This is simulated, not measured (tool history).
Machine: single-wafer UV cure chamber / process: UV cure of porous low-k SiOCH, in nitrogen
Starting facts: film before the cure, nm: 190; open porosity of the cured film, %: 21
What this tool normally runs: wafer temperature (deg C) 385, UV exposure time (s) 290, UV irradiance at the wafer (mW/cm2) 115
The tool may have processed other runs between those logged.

run	hour	wafer temperature (deg C)	UV exposure time (s)	UV irradiance at the wafer (mW/cm2)	wafers since the last listed run	hours since the UV bulbs were replaced	wafers since the quartz window was cleaned	loss of film thickness in the cure (%)
1	0	385	290	115	0	2242.7	27	12.73
2	25.3	385	290	115	262	2268	289	12.863
3	106.7	385	290	115	845	2349.4	1135	12.446
4	138.8	385	290	115	333	2381.5	1469	12.64
5	160.2	385	290	115	222	2402.9	1691	12.474
6	189.9	385	290	115	308	2432.6	2000	12.656
7	204.6	385	290	115	152	2447.3	2153	12.494
8	236.4	385	290	115	330	2479.1	2483	12.402
# hour 256.1: quartz window cleaned
9	256.6	385	290	115	126	2499.3	5	12.411
10	267.4	398	235	115	112	2510.1	117	11.711
11	291.6	375	290	115	251	2534.3	369	12.207
12	319.8	385	290	115	293	2562.5	662	12.348
13	331.9	398	410	151	125	2574.6	787	15.449
# hour 340.4: UV bulbs replaced
14	365.3	385	290	115	263	24.9	1051	11.108
15	386.1	371	160	91	216	45.7	1268	7.309
16	410.3	374	290	150	251	69.9	1519	11.922
# hour 432.9: UV bulbs replaced, repeated, since the last time left the tool worse
17	443.5	394	115	93	261	10.6	1781	8.743
18	459.8	385	290	115	169	26.9	1950	13.717
19	478.3	393	290	115	192	45.4	2142	13.865
20	495.3	398	195	128	176	62.4	2319	12.425
21	508.6	385	290	115	138	75.7	2457	13.597

Predict each of these 3 candidate next runs independently; none follows another, all start after run 21:
A	509.1	385	290	115	5	76.2	2463	?
B	509.1	385	345	115	5	76.2	2463	?
C	509.1	370	210	128	5	76.2	2463	?

run	loss of film thickness in the cure (%)
A	13.677
B	14.503
C	12.38
Stripped of hidden state, with their random variation kept, the same runs would have yielded:
run	loss of film thickness in the cure (%)
A	13.833
B	14.66
C	12.532
